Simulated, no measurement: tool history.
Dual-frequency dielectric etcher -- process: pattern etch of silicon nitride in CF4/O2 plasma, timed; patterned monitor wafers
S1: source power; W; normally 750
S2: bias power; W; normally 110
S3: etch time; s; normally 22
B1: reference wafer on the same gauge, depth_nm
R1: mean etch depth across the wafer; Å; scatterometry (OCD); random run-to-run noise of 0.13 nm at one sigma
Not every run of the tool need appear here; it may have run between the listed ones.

run     day   S1   S2    S3    B1   R1
  1       0  830  110    22    43  631
  2   0.671  680  110    22    43  511
  3   1.396  750  110    22    43  569
  4   2.379  750  110    22    43  567
  5   3.858  750  110    22    43  568
  6   5.133  650  110    22    43  489
  7   6.533  650  110    22    43  490
  8   7.325  750  110    22    43  571
      8.183  -- bias power generator calibrated
  9   8.508  830  110    25    43  720
 10     9.3  830  110    25    43  721
 11  10.717  750   93    22    43  533
 12  11.638  750  110    22    43  569
     11.967  -- gauge calibrated
     13.712  -- wet clean of the chamber
 13  13.733  750  110    22    43  572
 14  14.238  750  110    22    43  572
 15  15.433  750   99  25.5  43.1  636
 16  16.092  750  110    22    43  571
 17  16.621  820  120    27    43  798
 18  17.762  930   96    18    43  557
     20.417  -- source power generator calibrated
     20.867  -- upper electrode replaced
 19  21.712  750  110    20    43  487
 20  22.938  600  118  26.5    43  523
 21  24.133  750  122    17    43  433
 22  25.383  750  110  18.5    43  453
 23  26.583  750  110    22    43  538

Forecast each of these 5 alternatives for the next run:
  A  26.6  750  110  22   ?   ?
  B  26.6  600  110  16   ?   ?
  C  26.6  810  128  22   ?   ?
  D  26.6  590  118  17   ?   ?
  E  26.6  700  122  19   ?   ?

run  B1   R1
  A  43  539
  B  43  307
  C  43  618
  D  43  329
  E  43  449
Without the tool's unlogged condition, the same runs would have read:
run   R1
  A  536
  B  306
  C  615
  D  327
  E  447
